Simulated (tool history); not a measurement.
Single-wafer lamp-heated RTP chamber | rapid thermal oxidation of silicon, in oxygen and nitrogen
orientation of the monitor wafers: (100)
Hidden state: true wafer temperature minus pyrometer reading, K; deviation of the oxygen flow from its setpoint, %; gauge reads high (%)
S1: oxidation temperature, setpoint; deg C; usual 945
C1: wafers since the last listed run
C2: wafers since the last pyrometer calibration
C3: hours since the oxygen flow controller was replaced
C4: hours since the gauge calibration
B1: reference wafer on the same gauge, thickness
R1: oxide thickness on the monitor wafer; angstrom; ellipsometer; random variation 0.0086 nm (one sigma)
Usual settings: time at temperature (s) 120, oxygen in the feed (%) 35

Run 1, day 0.000: usual settings; C1 0; C2 3998; C3 4329.9; C4 122.4; B1 3.469. Result: R1 37.96 angstrom.
Run 2, day 0.304: usual settings; C1 58; C2 4057; C3 4337.2; C4 129.7; B1 3.471. Result: R1 37.87 angstrom.
Run 3, day 0.642: usual settings; C1 65; C2 4122; C3 4345.3; C4 137.8; B1 3.471. Result: R1 37.83 angstrom.
Run 4, day 1.321: usual settings but time at temperature (s) 144; C1 131; C2 4254; C3 4361.6; C4 154.1; B1 3.468. Result: R1 40.72 angstrom.
Run 5, day 1.921: usual settings but time at temperature (s) 144; C1 116; C2 4370; C3 4376.0; C4 168.5; B1 3.470. Result: R1 40.63 angstrom.
Run 6, day 2.458: usual settings; C1 104; C2 4475; C3 4388.9; C4 181.4; B1 3.469. Result: R1 38.04 angstrom.
Run 7, day 3.088: usual settings; C1 121; C2 4597; C3 4404.0; C4 196.5; B1 3.471. Result: R1 37.95 angstrom.
At day 3.358: gauge calibrated.
Run 8, day 3.412: usual settings but S1 929 deg C, oxygen in the feed (%) 17; C1 63; C2 4660; C3 4411.8; C4 1.3; B1 3.473. Result: R1 29.70 angstrom.
Run 9, day 3.662: usual settings but S1 929 deg C, oxygen in the feed (%) 17; C1 48; C2 4708; C3 4417.8; C4 7.3; B1 3.469. Result: R1 29.77 angstrom.
Run 10, day 3.958: usual settings but time at temperature (s) 95; C1 57; C2 4765; C3 4424.9; C4 14.4; B1 3.470. Result: R1 34.85 angstrom.
At day 4.617: pyrometer window cleaned and pyrometer calibrated.
Run 11, day 4.638: usual settings but S1 957 deg C, time at temperature (s) 86; C1 67; C2 3; C3 4441.2; C4 30.7; B1 3.471. Result: R1 36.20 angstrom.
Run 12, day 4.738: usual settings but S1 927 deg C; C1 19; C2 23; C3 4443.6; C4 33.1; B1 3.470. Result: R1 34.11 angstrom.
At day 5.508: oxygen flow controller replaced.
Run 13, day 5.529: usual settings; C1 88; C2 112; C3 0.5; C4 52.1; B1 3.469. Result: R1 37.82 angstrom.
Run 14, day 5.692: usual settings but S1 957 deg C, time at temperature (s) 158, oxygen in the feed (%) 57; C1 31; C2 143; C3 4.4; C4 56.0; B1 3.470. Result: R1 53.75 angstrom.
Run 15, day 6.258: usual settings but time at temperature (s) 67; C1 109; C2 253; C3 18.0; C4 69.6; B1 3.467. Result: R1 31.10 angstrom.
Run 16, day 8.258: usual settings but S1 957 deg C, time at temperature (s) 89, oxygen in the feed (%) 44; C1 387; C2 641; C3 66.0; C4 117.6; B1 3.468. Result: R1 39.01 angstrom.
Run 17, day 8.908: usual settings but oxygen in the feed (%) 17; C1 126; C2 767; C3 81.6; C4 133.2; B1 3.469. Result: R1 31.78 angstrom.

Forecast run 18:
Run 18, day 9.367: usual settings but S1 962 deg C, oxygen in the feed (%) 53; C1 88; C2 856; C3 92.6; C4 144.2; B1 ?. Result: R1 ?.

Run 18 gave B1 3.470, R1 48.17 angstrom.
Without the tool's hidden state the same run would have given R1 48.17 angstrom.
